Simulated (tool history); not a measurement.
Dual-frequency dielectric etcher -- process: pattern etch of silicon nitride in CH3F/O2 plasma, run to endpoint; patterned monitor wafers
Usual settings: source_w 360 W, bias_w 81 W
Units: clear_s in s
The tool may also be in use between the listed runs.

| run | hour | source_w | bias_w | incoming incoming film thickness, nm | clear_s |
|---|---|---|---|---|---|
| 1 | 0.0 | 360 | 81 | 87.6 | 99.9 |
| 2 | 21.5 | 360 | 81 | 87.3 | 97.5 |
| 3 | 54.9 | 360 | 66 | 87.4 | 102.3 |
| 4 | 86.3 | 340 | 91 | 88.0 | 97.8 |
| 5 | 148.7 | 340 | 91 | 87.9 | 98.1 |
| 6 | 171.8 | 340 | 91 | 86.2 | 95.6 |
| 7 | 189.6 | 360 | 88 | 88.4 | 95.7 |
| 8 | 207.4 | 360 | 88 | 87.6 | 95.3 |
| 9 | 226.8 | 360 | 81 | 87.2 | 96.4 |
|  | 268.5 | wet clean of the chamber |
| 10 | 269.0 | 360 | 81 | 88.1 | 100.1 |
| 11 | 269.3 | 360 | 81 | 87.8 | 100.1 |
| 12 | 303.0 | 300 | 81 | 86.9 | 106.3 |
| 13 | 327.1 | 300 | 81 | 87.4 | 106.1 |
| 14 | 355.7 | 360 | 69 | 87.5 | 103.0 |
| 15 | 368.7 | 360 | 69 | 87.2 | 102.3 |
| 16 | 397.6 | 340 | 92 | 87.2 | 97.9 |
| 17 | 426.1 | 400 | 81 | 87.7 | 94.0 |
| 18 | 460.6 | 310 | 72 | 87.4 | 107.3 |
| 19 | 486.7 | 360 | 81 | 87.8 | 97.7 |
| 20 | 515.8 | 430 | 86 | 87.5 | 90.3 |
| 21 | 578.1 | 420 | 68 | 88.8 | 95.3 |
| 22 | 606.5 | 430 | 90 | 87.4 | 86.2 |
| 23 | 636.2 | 360 | 81 | 87.0 | 96.3 |
|  | 670.0 | wet clean of the chamber |
| 24 | 670.5 | 400 | 61 | 87.5 | 101.2 |
|  | 718.5 | source power generator calibrated |
| 25 | 754.3 | 450 | 100 | 87.3 | 86.5 |
|  | 784.9 | bias power generator calibrated |
| 26 | 785.4 | 340 | 91 | 87.0 | 98.7 |
|  | 812.3 | upper electrode replaced |
| 27 | 814.9 | 390 | 71 | 87.7 | 97.5 |
| 28 | 843.7 | 320 | 64 | 87.7 | 107.5 |
| 29 | 858.5 | 360 | 73 | 87.3 | 98.7 |
| 30 | 871.6 | 450 | 98 | 88.2 | 86.6 |
| 31 | 891.8 | 400 | 95 | 86.7 | 89.4 |
| 32 | 927.5 | 340 | 81 | 86.7 | 99.5 |
| 33 | 956.1 | 360 | 72 | 86.9 | 97.7 |
| 34 | 980.7 | 400 | 96 | 86.6 | 88.2 |
|  | 1039.1 | wet clean of the chamber |
| 35 | 1039.6 | 310 | 62 | 87.0 | 112.3 |

Below are 3 alternative next runs, each starting from the tool's condition after run 35. Predict each:
| A | 1040.1 | 360 | 81 | 88.2 | ? |
| B | 1040.1 | 300 | 73 | 88.2 | ? |
| C | 1040.1 | 400 | 67 | 88.2 | ? |

| run | clear_s |
|---|---|
| A | 100.1 |
| B | 110.8 |
| C | 99.2 |
Without the tool's hidden state the same runs would have given:
| run | clear_s |
|---|---|
| A | 100.3 |
| B | 111.0 |
| C | 99.4 |

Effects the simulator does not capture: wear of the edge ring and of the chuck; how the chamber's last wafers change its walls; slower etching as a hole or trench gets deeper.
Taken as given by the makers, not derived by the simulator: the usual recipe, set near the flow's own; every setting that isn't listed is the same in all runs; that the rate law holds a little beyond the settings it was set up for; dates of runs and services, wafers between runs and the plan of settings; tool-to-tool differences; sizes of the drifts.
